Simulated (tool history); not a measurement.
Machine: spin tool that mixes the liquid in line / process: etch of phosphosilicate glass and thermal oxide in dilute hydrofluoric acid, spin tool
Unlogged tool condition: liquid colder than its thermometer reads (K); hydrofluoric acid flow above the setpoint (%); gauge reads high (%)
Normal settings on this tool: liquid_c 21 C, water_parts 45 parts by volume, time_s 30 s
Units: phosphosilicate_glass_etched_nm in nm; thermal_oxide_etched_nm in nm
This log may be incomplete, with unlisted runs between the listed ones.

run     day  liquid_c  water_parts  time_s  wafers since the last listed run  hours since the thermometer was replaced  hours since the hydrofluoric acid flow meter was replaced  hours since the gauge calibration  read-back film thickness of the phosphosilicate glass reference wafer, read on the same gauge (nm)  read-back film thickness of the thermal oxide reference wafer, read on the same gauge (nm)  phosphosilicate_glass_etched_nm  thermal_oxide_etched_nm
  1       0        21           45      30                                 0                                    2038.3                                                      698.2                              184.7                                                                                              110.02                                                                                     100.055                            56.87                    3.032
  2     0.5        21           45      30                               197                                    2050.3                                                      710.2                              196.7                                                                                                 110                                                                                     100.009                            56.88                    3.145
  3   0.779        21           45      30                               110                                      2057                                                      716.9                              203.4                                                                                              109.99                                                                                      99.987                            56.79                     3.03
  4     1.3        21           45      30                               206                                    2069.5                                                      729.4                              215.9                                                                                              110.01                                                                                      99.962                            57.03                    3.129
  5   2.046        21           45      30                               295                                    2087.4                                                      747.3                              233.8                                                                                              109.97                                                                                      99.982                            57.09                    3.085
  6   2.379        21           45      25                               131                                    2095.4                                                      755.3                              241.8                                                                                                 110                                                                                     100.024                             47.2                    2.646
  7   2.775        21           45      30                               156                                    2104.9                                                      764.8                              251.3                                                                                              109.98                                                                                      99.979                            57.07                    3.107
  8   4.362        21           45      30                               628                                      2143                                                      802.9                              289.4                                                                                              110.02                                                                                     100.005                            57.54                    3.091
  9   4.829        21           45      35                               184                                    2154.2                                                      814.1                              300.6                                                                                              110.04                                                                                      99.946                            66.43                    3.665
      4.875  -- thermometer replaced
 10   6.208        21           45      35                               529                                        32                                                      847.2                              333.7                                                                                              109.98                                                                                     100.009                            67.29                    3.628
 11   6.579        21           45      35                               146                                      40.9                                                      856.1                              342.6                                                                                              109.98                                                                                      99.995                            66.08                    3.683
      6.658  -- gauge calibrated
 12   6.988        21           65      30                               161                                      50.7                                                      865.9                                7.9                                                                                              110.01                                                                                     100.063                             39.1                    2.151
 13   7.708        19           45      40                               285                                        68                                                      883.2                               25.2                                                                                              109.99                                                                                      100.02                            70.77                    3.856
 14   8.338        21           30      30                               249                                      83.1                                                      898.3                               40.3                                                                                              109.96                                                                                      99.997                            88.14                    4.855
 15   8.971        21           45      30                               250                                      98.3                                                      913.5                               55.5                                                                                              109.97                                                                                     100.022                            58.12                    3.192
      9.192  -- hydrofluoric acid flow meter replaced
 16   9.583        21           45      30                               225                                       113                                                        9.4                               70.2                                                                                              109.98                                                                                      99.982                            61.68                    3.451
 17   9.904        24           60      15                               127                                     120.7                                                       17.1                               77.9                                                                                                 110                                                                                      100.01                            25.99                    1.399
 18  10.162        21           60      30                               102                                     126.9                                                       23.3                               84.1                                                                                              110.01                                                                                      99.995                            44.81                    2.516
 19  10.671        17           55      45                               201                                     139.1                                                       35.5                               96.3                                                                                              110.01                                                                                     100.043                            62.76                    3.396
 20  11.175      19.5           35      15                               199                                     151.2                                                       47.6                              108.4                                                                                              109.98                                                                                      99.982                             37.5                     2.05
     12.779  -- hydrofluoric acid flow meter replaced, repeated, since the last time left the tool worse
 21  12.967      19.5           40      30                               692                                     194.2                                                        4.5                              151.4                                                                                              110.05                                                                                      99.994                            57.09                    3.051
 22  13.379        24           45      30                               163                                     204.1                                                       14.4                              161.3                                                                                              110.01                                                                                     100.044                            60.12                    3.349
 23  13.812        21           45      30                               171                                     214.5                                                       24.8                              171.7                                                                                              109.97                                                                                      99.979                            53.68                    2.898
 24  14.104      22.5           40      45                               115                                     221.5                                                       31.8                              178.7                                                                                              110.01                                                                                      99.994                            96.91                    5.323
 25  14.788        18           55      30                               270                                     237.9                                                       48.2                              195.1                                                                                              109.99                                                                                     100.049                            38.61                    2.105

Here are 5 independent what-if runs from the current tool condition. What would each one return?
  A  14.804        21           45      30                                 6                                     238.3                                                       48.6                              195.5                                                                                                   ?                                                                                           ?                                ?                        ?
  B  14.804      19.5           45      30                                 6                                     238.3                                                       48.6                              195.5                                                                                                   ?                                                                                           ?                                ?                        ?
  C  14.804        21           35      20                                 6                                     238.3                                                       48.6                              195.5                                                                                                   ?                                                                                           ?                                ?                        ?
  D  14.804        26           55      30                                 6                                     238.3                                                       48.6                              195.5                                                                                                   ?                                                                                           ?                                ?                        ?
  E  14.804      24.5           40      30                                 6                                     238.3                                                       48.6                              195.5                                                                                                   ?                                                                                           ?                                ?                        ?

run  read-back film thickness of the phosphosilicate glass reference wafer, read on the same gauge (nm)  read-back film thickness of the thermal oxide reference wafer, read on the same gauge (nm)  phosphosilicate_glass_etched_nm  thermal_oxide_etched_nm
  A                                                                                              110.01                                                                                      99.934                            53.28                    2.937
  B                                                                                              110.01                                                                                      99.934                            49.99                    2.755
  C                                                                                              110.01                                                                                      99.934                            46.24                    2.549
  D                                                                                              110.01                                                                                      99.934                            52.91                    2.916
  E                                                                                              110.01                                                                                      99.934                            69.83                    3.849
Stripped of hidden state, with their random variation kept, the same runs would have yielded:
run  phosphosilicate_glass_etched_nm  thermal_oxide_etched_nm
  A                            52.76                    2.908
  B                            49.49                    2.728
  C                            45.78                    2.524
  D                            52.38                    2.887
  E                            69.15                    3.812
